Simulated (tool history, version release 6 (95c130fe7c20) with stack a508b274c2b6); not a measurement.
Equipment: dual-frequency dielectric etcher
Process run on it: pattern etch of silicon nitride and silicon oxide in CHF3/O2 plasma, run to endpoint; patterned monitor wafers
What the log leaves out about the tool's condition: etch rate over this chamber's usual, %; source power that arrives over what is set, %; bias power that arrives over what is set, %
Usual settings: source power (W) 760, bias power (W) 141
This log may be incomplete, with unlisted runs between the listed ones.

run,hour,source power (W),bias power (W),wafers since the last listed run,hours since the last wet clean,hours since the last source power generator calibration,hours since the last bias power generator calibration,hours since the last upper electrode change,"incoming incoming film thickness, nm",endpoint time (s)
1,0.0,760,159,0,71.8,638.6,2451.1,1768.5,262.1,172.3
2,58.6,760,159,445,130.4,697.2,2509.7,1827.1,259.1,170.7
3,142.5,760,141,637,214.3,781.1,2593.6,1911.0,259.6,178.9
4,208.0,760,141,497,279.8,846.6,2659.1,1976.5,262.7,181.8
5,295.4,760,161,664,367.2,934.0,2746.5,2063.9,262.0,170.5
6,350.1,760,161,415,421.9,988.7,2801.2,2118.6,257.3,167.8
7,402.6,760,161,399,474.4,1041.2,2853.7,2171.1,259.3,167.8
8,505.2,760,141,779,577.0,1143.8,2956.3,2273.7,259.0,176.7
9,544.0,760,141,294,615.8,1182.6,2995.1,2312.5,258.4,176.0
10,586.9,760,141,326,658.7,1225.5,3038.0,2355.4,258.0,175.1
# hour 635.0: wet clean of the chamber
11,688.2,760,141,587,53.2,1326.8,3139.3,2456.7,257.9,179.3
12,784.2,760,141,729,149.2,1422.8,3235.3,2552.7,258.2,178.8
13,823.9,760,141,301,188.9,1462.5,3275.0,2592.4,256.2,176.5
14,908.0,580,166,639,273.0,1546.6,3359.1,2676.5,260.7,191.1
15,1004.3,760,141,731,369.3,1642.9,3455.4,2772.8,260.7,178.3
# hour 1085.6: source power generator calibrated
16,1089.2,590,132,614,454.2,3.6,3540.3,2857.7,258.1,200.8
17,1152.2,760,110,478,517.2,66.6,3603.3,2920.7,260.1,192.8
18,1232.1,760,141,607,597.1,146.5,3683.2,3000.6,259.5,173.3
# hour 1375.9: wet clean of the chamber
19,1539.4,580,120,2153,163.5,453.8,3990.5,3307.9,257.4,215.1
20,1632.0,680,128,703,256.1,546.4,4083.1,3400.5,258.1,192.8
21,1690.1,610,163,441,314.2,604.5,4141.2,3458.6,256.2,183.0
# hour 1731.6: upper electrode replaced
22,1732.1,760,141,136,356.2,646.5,4183.2,0.5,257.7,174.6
23,1777.1,850,141,342,401.2,691.5,4228.2,45.5,258.4,166.7
# hour 1864.0: bias power generator calibrated
24,2016.6,760,117,1790,640.7,931.0,152.6,285.0,258.0,187.0
25,2077.2,760,141,460,701.3,991.6,213.2,345.6,260.7,175.2
# hour 2137.4: wet clean of the chamber
26,2137.9,760,141,278,0.5,1052.3,273.9,406.3,260.1,181.5
27,2188.0,760,141,380,50.6,1102.4,324.0,456.4,259.0,181.4
28,2251.2,880,155,480,113.8,1165.6,387.2,519.6,258.9,161.6
29,2556.3,610,163,2319,418.9,1470.7,692.3,824.7,259.9,187.3
30,2601.6,760,141,344,464.2,1516.0,737.6,870.0,258.0,176.3
31,2678.7,860,125,586,541.3,1593.1,814.7,947.1,258.3,174.0
32,2747.9,760,113,525,610.5,1662.3,883.9,1016.3,256.5,190.5
33,2855.7,850,123,819,718.3,1770.1,991.7,1124.1,259.8,176.5
# hour 2922.4: wet clean of the chamber
34,2960.9,590,106,617,38.5,1875.3,1096.9,1229.3,259.3,229.9

Run by run, hidden condition taken away, random variation retained:
run,endpoint time (s)
1,169.5
2,168.3
3,176.7
4,180.0
5,169.4
6,167.0
7,167.4
8,176.8
9,176.4
10,175.8
11,176.4
12,176.5
13,174.6
14,189.7
15,177.6
16,204.8
17,196.8
18,177.1
19,214.5
20,192.8
21,183.3
22,175.2
23,167.4
24,189.2
25,177.7
26,177.7
27,177.9
28,158.9
29,186.4
30,175.7
31,173.9
32,190.8
33,177.6
34,224.9
